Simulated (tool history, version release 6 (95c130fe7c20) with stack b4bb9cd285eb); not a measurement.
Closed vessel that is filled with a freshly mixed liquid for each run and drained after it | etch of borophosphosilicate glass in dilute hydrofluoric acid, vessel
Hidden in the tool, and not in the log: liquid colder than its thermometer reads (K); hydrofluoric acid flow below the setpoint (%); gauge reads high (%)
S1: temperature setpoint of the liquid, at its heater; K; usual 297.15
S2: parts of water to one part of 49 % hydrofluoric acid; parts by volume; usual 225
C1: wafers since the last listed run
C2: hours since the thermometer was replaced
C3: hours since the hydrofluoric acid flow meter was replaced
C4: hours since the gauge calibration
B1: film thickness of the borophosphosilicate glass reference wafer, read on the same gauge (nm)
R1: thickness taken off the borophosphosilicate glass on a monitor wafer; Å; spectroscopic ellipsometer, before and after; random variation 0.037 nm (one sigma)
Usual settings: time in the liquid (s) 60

run 1 hour=0.0 | S1=297.15 S2=225 time_in_the_liquid_(s)=60 | C1=0 C2=1333.4 C3=625.8 C4=509.6 | B1=100.02 | R1=88.4
run 2 hour=49.1 | S1=297.15 S2=255 time_in_the_liquid_(s)=60 | C1=4092 C2=1382.5 C3=674.9 C4=558.7 | B1=99.99 | R1=76.0
run 3 hour=214.7 | S1=297.15 S2=255 time_in_the_liquid_(s)=60 | C1=13802 C2=1548.1 C3=840.5 C4=724.3 | B1=99.99 | R1=75.2
run 4 hour=270.7 | S1=297.15 S2=255 time_in_the_liquid_(s)=60 | C1=4667 C2=1604.1 C3=896.5 C4=780.3 | B1=100.01 | R1=75.7
run 5 hour=312.4 | S1=297.15 S2=225 time_in_the_liquid_(s)=60 | C1=3475 C2=1645.8 C3=938.2 C4=822.0 | B1=100.02 | R1=87.7
run 6 hour=356.9 | S1=297.15 S2=225 time_in_the_liquid_(s)=60 | C1=3708 C2=1690.3 C3=982.7 C4=866.5 | B1=99.97 | R1=87.3
run 7 hour=392.7 | S1=297.15 S2=225 time_in_the_liquid_(s)=60 | C1=2983 C2=1726.1 C3=1018.5 C4=902.3 | B1=100.02 | R1=87.8
run 8 hour=423.6 | S1=297.15 S2=225 time_in_the_liquid_(s)=60 | C1=2575 C2=1757.0 C3=1049.4 C4=933.2 | B1=100.00 | R1=87.5
run 9 hour=469.8 | S1=297.15 S2=225 time_in_the_liquid_(s)=60 | C1=3850 C2=1803.2 C3=1095.6 C4=979.4 | B1=99.97 | R1=87.7
run 10 hour=517.5 | S1=297.15 S2=225 time_in_the_liquid_(s)=85 | C1=3975 C2=1850.9 C3=1143.3 C4=1027.1 | B1=100.02 | R1=124.5
run 11 hour=556.7 | S1=297.15 S2=225 time_in_the_liquid_(s)=85 | C1=3267 C2=1890.1 C3=1182.5 C4=1066.3 | B1=100.01 | R1=123.6
run 12 hour=604.4 | S1=297.15 S2=305 time_in_the_liquid_(s)=60 | C1=3975 C2=1937.8 C3=1230.2 C4=1114.0 | B1=99.97 | R1=59.4
run 13 hour=670.4 | S1=297.15 S2=225 time_in_the_liquid_(s)=70 | C1=5500 C2=2003.8 C3=1296.2 C4=1180.0 | B1=100.04 | R1=101.8
run 14 hour=739.0 | S1=297.15 S2=225 time_in_the_liquid_(s)=60 | C1=5717 C2=2072.4 C3=1364.8 C4=1248.6 | B1=100.00 | R1=86.2
run 15 hour=767.1 | S1=294.15 S2=260 time_in_the_liquid_(s)=60 | C1=2342 C2=2100.5 C3=1392.9 C4=1276.7 | B1=100.02 | R1=65.3
run 16 hour=837.0 | S1=294.15 S2=175 time_in_the_liquid_(s)=30 | C1=5825 C2=2170.4 C3=1462.8 C4=1346.6 | B1=100.02 | R1=52.4
run 17 hour=899.0 | S1=299.65 S2=185 time_in_the_liquid_(s)=60 | C1=5167 C2=2232.4 C3=1524.8 C4=1408.6 | B1=99.99 | R1=120.4
-- hour=931.8 hydrofluoric acid flow meter replaced
run 18 hour=944.3 | S1=297.15 S2=165 time_in_the_liquid_(s)=30 | C1=3692 C2=2277.7 C3=12.5 C4=1453.9 | B1=99.97 | R1=65.7
run 19 hour=1009.5 | S1=294.15 S2=225 time_in_the_liquid_(s)=60 | C1=5434 C2=2342.9 C3=77.7 C4=1519.1 | B1=99.96 | R1=80.1
run 20 hour=1056.2 | S1=297.15 S2=225 time_in_the_liquid_(s)=60 | C1=3892 C2=2389.6 C3=124.4 C4=1565.8 | B1=99.94 | R1=89.7
-- hour=1100.5 thermometer replaced
run 21 hour=1101.0 | S1=297.15 S2=225 time_in_the_liquid_(s)=60 | C1=3650 C2=0.5 C3=169.2 C4=1610.6 | B1=100.02 | R1=89.5
-- hour=1140.0 gauge calibrated
run 22 hour=1146.0 | S1=293.15 S2=185 time_in_the_liquid_(s)=60 | C1=3750 C2=45.5 C3=214.2 C4=6.0 | B1=100.03 | R1=96.6
run 23 hour=1173.0 | S1=297.15 S2=225 time_in_the_liquid_(s)=90 | C1=2250 C2=72.5 C3=241.2 C4=33.0 | B1=99.97 | R1=134.3
run 24 hour=1238.2 | S1=301.15 S2=160 time_in_the_liquid_(s)=45 | C1=5434 C2=137.7 C3=306.4 C4=98.2 | B1=100.01 | R1=116.8
run 25 hour=1280.2 | S1=294.65 S2=225 time_in_the_liquid_(s)=70 | C1=3500 C2=179.7 C3=348.4 C4=140.2 | B1=99.97 | R1=94.9
run 26 hour=1307.2 | S1=299.15 S2=330 time_in_the_liquid_(s)=60 | C1=2250 C2=206.7 C3=375.4 C4=167.2 | B1=100.02 | R1=58.5
run 27 hour=1376.1 | S1=300.65 S2=325 time_in_the_liquid_(s)=30 | C1=5742 C2=275.6 C3=444.3 C4=236.1 | B1=100.01 | R1=31.3
run 28 hour=1401.6 | S1=297.15 S2=225 time_in_the_liquid_(s)=70 | C1=2125 C2=301.1 C3=469.8 C4=261.6 | B1=100.00 | R1=104.3
run 29 hour=1536.1 | S1=297.15 S2=255 time_in_the_liquid_(s)=30 | C1=11210 C2=435.6 C3=604.3 C4=396.1 | B1=100.03 | R1=38.1
run 30 hour=1594.8 | S1=297.15 S2=260 time_in_the_liquid_(s)=60 | C1=4892 C2=494.3 C3=663.0 C4=454.8 | B1=100.00 | R1=73.6
run 31 hour=1641.2 | S1=298.65 S2=150 time_in_the_liquid_(s)=60 | C1=3867 C2=540.7 C3=709.4 C4=501.2 | B1=100.03 | R1=150.9

5 ways to go on from here, each from the tool as it stands after run 31. What would each give?
run A hour=1641.9 | S1=297.15 S2=225 time_in_the_liquid_(s)=60 | C1=58 C2=541.4 C3=710.1 C4=501.9 | B1=? | R1=?
run B hour=1641.9 | S1=300.65 S2=175 time_in_the_liquid_(s)=90 | C1=58 C2=541.4 C3=710.1 C4=501.9 | B1=? | R1=?
run C hour=1641.9 | S1=301.65 S2=225 time_in_the_liquid_(s)=60 | C1=58 C2=541.4 C3=710.1 C4=501.9 | B1=? | R1=?
run D hour=1641.9 | S1=301.15 S2=275 time_in_the_liquid_(s)=60 | C1=58 C2=541.4 C3=710.1 C4=501.9 | B1=? | R1=?
run E hour=1641.9 | S1=292.65 S2=185 time_in_the_liquid_(s)=75 | C1=58 C2=541.4 C3=710.1 C4=501.9 | B1=? | R1=?

run=A B1=100.03 R1=88.9
run=B B1=100.03 R1=205.9
run=C B1=100.03 R1=104.2
run=D B1=100.03 R1=79.2
run=E B1=100.03 R1=118.8
Without the tool's hidden state the same runs would have given:
run=A R1=90.7
run=B R1=210.0
run=C R1=106.4
run=D R1=80.9
run=E R1=121.1

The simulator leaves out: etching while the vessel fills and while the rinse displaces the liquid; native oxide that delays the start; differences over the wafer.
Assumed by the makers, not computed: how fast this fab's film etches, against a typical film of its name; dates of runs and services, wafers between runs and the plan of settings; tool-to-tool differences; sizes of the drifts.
